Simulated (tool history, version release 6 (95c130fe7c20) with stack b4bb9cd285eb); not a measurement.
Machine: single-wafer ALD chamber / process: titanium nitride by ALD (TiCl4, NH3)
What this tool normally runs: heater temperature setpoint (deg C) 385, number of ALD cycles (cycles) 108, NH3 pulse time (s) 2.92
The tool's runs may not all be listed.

run   hour  heater temperature setpoint (deg C)  number of ALD cycles (cycles)  NH3 pulse time (s)  read-back reference wafer on the same gauge, thickness_nm  mean film thickness on the monitor wafer (angstrom)
  1      0                                  390                            108                2.92                                                      2.115                                                22.26
  2   17.9                                  373                             97                2.92                                                      2.115                                                19.68
  3   45.3                                  373                             97                2.92                                                      2.116                                                19.78
  4   73.6                                  373                             97                2.92                                                       2.12                                                19.76
  5   83.4                                  385                            116                2.26                                                       2.12                                                23.72
  6   91.6                                  385                             94                2.92                                                       2.12                                                19.31
  7  103.9                                  385                             94                2.92                                                      2.121                                                19.38
  8  118.1                                  385                            113                2.92                                                      2.124                                                23.33
  9  129.5                                  385                            113                2.92                                                      2.127                                                23.36
 10  136.5                                  385                            113                2.92                                                      2.127                                                23.31
 11  150.3                                  385                            108                2.92                                                      2.127                                                22.34
 12  165.4                                  385                            108                2.92                                                       2.13                                                22.32
 13    174                                  385                            108                2.92                                                      2.133                                                22.35
 14  181.4                                  389                            108                2.92                                                      2.134                                                22.41
 15  191.4                                  385                            108                2.92                                                      2.137                                                22.37
 16  206.4                                  392                            108                1.76                                                      2.138                                                22.42
 17  219.6                                  400                            126                3.57                                                      2.137                                                26.54
     224.9  -- gauge calibrated
 18  234.8                                  381                             90                2.29                                                      2.106                                                18.33
     245.8  -- showerhead replaced
 19  250.8                                  385                            126                2.01                                                      2.106                                                25.44
       284  -- thermocouple changed; heater temperature recalibrated
 20  289.9                                  399                             99                1.91                                                      2.108                                                20.27
 21  301.9                                  390                             93                3.58                                                      2.107                                                19.16
 22  310.4                                  385                             93                3.53                                                      2.107                                                19.12
 23  320.6                                  385                            108                2.92                                                      2.109                                                22.02
 24  331.4                                  374                            108                2.92                                                      2.108                                                 21.9
 25  346.8                                  385                             89                 2.1                                                      2.111                                                18.12
 26  363.7                                  398                            108                2.34                                                      2.112                                                22.25
 27  372.5                                  373                             97                2.92                                                      2.113                                                19.68
 28  386.4                                  372                            122                3.27                                                      2.111                                                24.81
 29  401.3                                  385                            113                2.92                                                      2.116                                                23.36

4 options for the next run, each taken on its own from the tool as it stands now. Forecast them:
  A   402                                  385                            108                2.92                                                          ?                                                    ?
  B   402                                  390                            108                2.22                                                          ?                                                    ?
  C   402                                  385                            115                1.91                                                          ?                                                    ?
  D   402                                  385                            116                1.97                                                          ?                                                    ?

run  read-back reference wafer on the same gauge, thickness_nm  mean film thickness on the monitor wafer (angstrom)
  A                                                      2.114                                                22.18
  B                                                      2.114                                                22.12
  C                                                      2.114                                                23.37
  D                                                      2.114                                                23.59
Stripped of hidden state, with their random variation kept, the same runs would have yielded:
run  mean film thickness on the monitor wafer (angstrom)
  A                                                22.13
  B                                                22.07
  C                                                23.31
  D                                                23.53

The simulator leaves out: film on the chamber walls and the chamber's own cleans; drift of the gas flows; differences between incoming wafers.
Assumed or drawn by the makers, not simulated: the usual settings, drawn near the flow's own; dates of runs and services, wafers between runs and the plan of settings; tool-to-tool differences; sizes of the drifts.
